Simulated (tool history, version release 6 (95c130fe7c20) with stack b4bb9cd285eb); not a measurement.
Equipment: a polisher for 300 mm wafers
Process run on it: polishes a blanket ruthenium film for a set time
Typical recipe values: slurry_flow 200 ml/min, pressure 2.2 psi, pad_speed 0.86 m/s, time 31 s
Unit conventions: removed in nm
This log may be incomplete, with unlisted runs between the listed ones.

| run | day | slurry_flow | pressure | pad_speed | time | wafers since the last listed run | wafers polished on this pad | hours since the slurry nozzle was cleaned | hours since the head pressure was calibrated | incoming thickness of the incoming film, nm | removed |
|---|---|---|---|---|---|---|---|---|---|---|---|
| 1 | 0.000 | 200 | 2.2 | 0.86 | 31 | 0 | 1461 | 383.8 | 490.1 | 600.0 | 32.8 |
| 2 | 3.062 | 200 | 2.2 | 0.86 | 31 | 828 | 2289 | 457.3 | 563.6 | 591.3 | 32.9 |
| 3 | 6.262 | 200 | 2.2 | 0.86 | 31 | 865 | 3154 | 534.1 | 640.4 | 599.4 | 32.3 |
| 4 | 9.783 | 200 | 2.2 | 0.86 | 31 | 951 | 4106 | 618.6 | 724.9 | 588.9 | 32.7 |
|  | 10.479 | slurry nozzle cleaned |
|  | 12.050 | head pressure recalibrated |
| 5 | 12.412 | 200 | 2.2 | 0.86 | 31 | 677 | 4783 | 46.4 | 8.7 | 587.9 | 30.6 |
| 6 | 15.167 | 200 | 2.2 | 0.86 | 31 | 744 | 5528 | 112.5 | 74.8 | 585.8 | 30.4 |
|  | 16.788 | worn pad replaced by a new one |
| 7 | 18.804 | 200 | 2.2 | 0.86 | 35 | 938 | 545 | 199.8 | 162.1 | 591.3 | 35.6 |
| 8 | 22.258 | 200 | 2.2 | 0.64 | 28 | 933 | 1479 | 282.7 | 245.0 | 576.8 | 21.7 |
| 9 | 25.625 | 200 | 2.2 | 0.64 | 28 | 910 | 2389 | 363.5 | 325.8 | 589.8 | 21.9 |
| 10 | 28.354 | 200 | 2.2 | 0.64 | 28 | 737 | 3127 | 429.0 | 391.3 | 592.7 | 21.6 |
| 11 | 30.221 | 200 | 2.2 | 0.86 | 26 | 504 | 3632 | 473.8 | 436.1 | 587.8 | 26.8 |
| 12 | 34.200 | 200 | 2.2 | 0.86 | 26 | 1075 | 4708 | 569.3 | 531.6 | 590.3 | 27.0 |
|  | 35.667 | slurry nozzle cleaned |
| 13 | 37.983 | 200 | 1.6 | 0.86 | 31 | 1011 | 5719 | 55.6 | 622.4 | 582.7 | 27.0 |
|  | 38.617 | worn pad replaced by a new one |
| 14 | 41.404 | 200 | 2.2 | 0.86 | 34 | 879 | 754 | 137.7 | 704.5 | 591.0 | 35.6 |
|  | 43.075 | head pressure recalibrated |
| 15 | 45.854 | 200 | 2.2 | 0.86 | 34 | 1180 | 1934 | 244.5 | 66.7 | 578.1 | 34.2 |
| 16 | 47.733 | 200 | 2.8 | 0.86 | 31 | 508 | 2442 | 289.6 | 111.8 | 587.2 | 37.3 |
| 17 | 50.783 | 200 | 2.8 | 0.86 | 31 | 824 | 3267 | 362.8 | 185.0 | 590.3 | 37.0 |
| 18 | 53.404 | 200 | 2.2 | 0.86 | 36 | 708 | 3976 | 425.7 | 247.9 | 599.0 | 36.6 |
| 19 | 56.862 | 200 | 2.2 | 0.86 | 36 | 935 | 4911 | 508.7 | 330.9 | 592.2 | 37.8 |
| 20 | 58.633 | 170 | 2.2 | 0.86 | 31 | 478 | 5390 | 551.2 | 373.4 | 585.3 | 32.3 |
|  | 60.658 | worn pad replaced by a new one |
| 21 | 61.792 | 165 | 2.2 | 0.86 | 35 | 808 | 306 | 627.0 | 449.2 | 596.7 | 36.8 |
|  | 61.962 | slurry nozzle cleaned |
| 22 | 64.608 | 245 | 1.7 | 1.06 | 41 | 750 | 1057 | 63.5 | 516.8 | 588.3 | 47.2 |
| 23 | 67.558 | 200 | 2.2 | 0.86 | 36 | 797 | 1854 | 134.3 | 587.6 | 591.6 | 38.2 |
| 24 | 71.342 | 145 | 2.2 | 0.86 | 31 | 1022 | 2877 | 225.1 | 678.4 | 584.4 | 32.4 |
|  | 75.275 | head pressure recalibrated |
| 25 | 75.762 | 135 | 1.9 | 0.60 | 24 | 1172 | 4050 | 331.2 | 11.7 | 602.9 | 14.8 |
| 26 | 79.554 | 200 | 2.2 | 0.86 | 31 | 1025 | 5075 | 422.2 | 102.7 | 593.8 | 31.1 |
| 27 | 83.412 | 255 | 2.7 | 0.76 | 36 | 1043 | 6118 | 514.8 | 195.3 | 589.7 | 37.9 |
|  | 86.692 | worn pad replaced by a new one, of another model than before |
| 28 | 87.579 | 200 | 2.2 | 0.68 | 31 | 1081 | 240 | 614.8 | 295.3 | 600.2 | 29.6 |
|  | 89.708 | slurry nozzle cleaned |
| 29 | 90.671 | 180 | 2.2 | 0.98 | 31 | 824 | 1064 | 23.1 | 369.5 | 599.3 | 34.8 |
| 30 | 102.446 | 200 | 1.5 | 0.86 | 38 | 3183 | 4248 | 305.7 | 652.1 | 586.5 | 31.3 |
| 31 | 104.029 | 200 | 1.5 | 0.66 | 31 | 428 | 4676 | 343.7 | 690.1 | 583.5 | 22.3 |
|  | 105.483 | head pressure recalibrated |
| 32 | 105.662 | 200 | 2.2 | 0.68 | 31 | 419 | 5095 | 382.9 | 4.3 | 589.9 | 27.5 |
| 33 | 109.608 | 220 | 2.7 | 0.86 | 22 | 1066 | 6162 | 477.6 | 99.0 | 585.9 | 26.8 |
|  | 111.154 | slurry nozzle cleaned |
|  | 111.217 | worn pad replaced by a new one |
| 34 | 112.988 | 145 | 2.2 | 1.16 | 31 | 885 | 478 | 44.0 | 180.1 | 585.1 | 37.8 |
| 35 | 115.275 | 200 | 2.2 | 0.86 | 31 | 618 | 1097 | 98.9 | 235.0 | 589.0 | 32.5 |
| 36 | 119.096 | 140 | 2.7 | 0.96 | 31 | 1033 | 2130 | 190.6 | 326.7 | 590.6 | 40.2 |
| 37 | 123.175 | 235 | 1.8 | 0.70 | 28 | 1102 | 3233 | 288.5 | 424.6 | 588.9 | 23.4 |
| 38 | 125.421 | 200 | 1.5 | 0.86 | 31 | 607 | 3840 | 342.4 | 478.5 | 579.8 | 25.4 |

Each row is a separate what-if for the run after 38, all from the same tool condition, not one after another. Results?
| A | 125.438 | 140 | 2.2 | 0.86 | 31 | 4 | 3845 | 342.8 | 478.9 | 583.8 | ? |
| B | 125.438 | 200 | 1.8 | 1.04 | 42 | 4 | 3845 | 342.8 | 478.9 | 583.8 | ? |
| C | 125.438 | 265 | 1.5 | 0.78 | 24 | 4 | 3845 | 342.8 | 478.9 | 583.8 | ? |

| run | removed |
|---|---|
| A | 32.6 |
| B | 43.2 |
| C | 18.8 |
Stripped of hidden state, with their random variation kept, the same runs would have yielded:
| run | removed |
|---|---|
| A | 29.7 |
| B | 39.4 |
| C | 17.2 |

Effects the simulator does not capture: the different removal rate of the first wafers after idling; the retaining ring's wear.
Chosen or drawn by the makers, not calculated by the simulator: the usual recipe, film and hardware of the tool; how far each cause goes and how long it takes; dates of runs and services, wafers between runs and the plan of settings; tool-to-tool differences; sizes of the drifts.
